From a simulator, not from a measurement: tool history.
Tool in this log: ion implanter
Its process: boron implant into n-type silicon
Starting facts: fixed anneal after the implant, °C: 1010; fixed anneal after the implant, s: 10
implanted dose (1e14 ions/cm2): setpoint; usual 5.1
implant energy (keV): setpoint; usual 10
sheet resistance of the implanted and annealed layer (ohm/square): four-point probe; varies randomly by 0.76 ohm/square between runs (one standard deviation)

run     day  implanted dose (1e14 ions/cm2)  implant energy (keV)  wafers since the last listed run  hours since the last dose calibration  hours since the extraction supply was calibrated  hours since the gauge calibration  read-back reference wafer on the same gauge, sheet resistance  sheet resistance of the implanted and annealed layer (ohm/square)
  1       0                            5.61                    10                                 0                                 1205.8                                            3876.3                              366.4                                                         219.84                                                             224.39
  2   1.417                             5.1                    10                               430                                 1239.8                                            3910.3                              400.4                                                         219.69                                                             241.79
  3   2.088                             5.1                    10                               203                                 1255.9                                            3926.4                              416.5                                                         219.88                                                             242.11
  4   3.038                             5.1                    10                               288                                 1278.7                                            3949.2                              439.3                                                         220.01                                                             239.98
  5   3.892                             5.1                    10                               259                                 1299.2                                            3969.7                              459.8                                                         219.93                                                             242.04
  6   5.062                             5.1                    10                               355                                 1327.3                                            3997.8                              487.9                                                         220.01                                                             242.23
  7   5.771                             5.1                    10                               215                                 1344.3                                            4014.8                              504.9                                                         219.93                                                             240.23
  8   7.221                             5.1                    10                               440                                 1379.1                                            4049.6                              539.7                                                         220.42                                                              241.5
  9   8.262                             5.1                    10                               316                                 1404.1                                            4074.6                              564.7                                                         220.14                                                             241.89
 10   9.467                             5.1                    10                               366                                   1433                                            4103.5                              593.6                                                         220.18                                                             241.62
 11  10.192                             5.1                    10                               220                                 1450.4                                            4120.9                                611                                                         220.22                                                             241.29
 12  11.675                             5.1                    10                               450                                   1486                                            4156.5                              646.6                                                         219.75                                                             242.81
 13  12.771                             5.1                    10                               333                                 1512.3                                            4182.8                              672.9                                                         220.14                                                             241.71
 14  13.608                             5.1                    10                               254                                 1532.4                                            4202.9                                693                                                         220.26                                                             241.21
 15    14.2                            4.68                    11                               179                                 1546.6                                            4217.1                              707.2                                                          220.1                                                             257.54
 16  15.508                             4.4                  11.5                               397                                   1578                                            4248.5                              738.6                                                         219.73                                                             270.99
 17  16.804                            3.61                  11.5                               393                                 1609.1                                            4279.6                              769.7                                                          220.2                                                             319.64
 18  17.546                             5.1                     8                               225                                 1626.9                                            4297.4                              787.5                                                         219.78                                                             248.08
     18.933  -- extraction supply calibrated
     18.983  -- Faraday cup replaced and dose calibrated
 19  19.004                             5.1                    10                               326                                    0.5                                               1.7                              822.5                                                         220.07                                                             230.35
 20  19.967                            5.61                    10                               292                                   23.6                                              24.8                              845.6                                                         219.88                                                             213.73
 21  20.829                             5.1                    10                               262                                   44.3                                              45.5                              866.3                                                         219.99                                                             230.98
 22  21.879                             5.5                     7                               319                                   69.5                                              70.7                              891.5                                                          220.2                                                             227.52

Run 23, settings as shown, results not yet in. Your forecast:
     22.512  -- gauge calibrated
 23  24.3                             5.1                     7                               735                                  127.6                                             128.8                               42.9                                                              ?                                                                  ?

{"run 23": {"read-back reference wafer on the same gauge, sheet resistance": 219.94, "sheet resistance of the implanted and annealed layer (ohm/square)": 241.2}}
If the tool had no hidden condition, the same run with the same run-to-run variation would have returned sheet resistance of the implanted and annealed layer (ohm/square) 239.44.
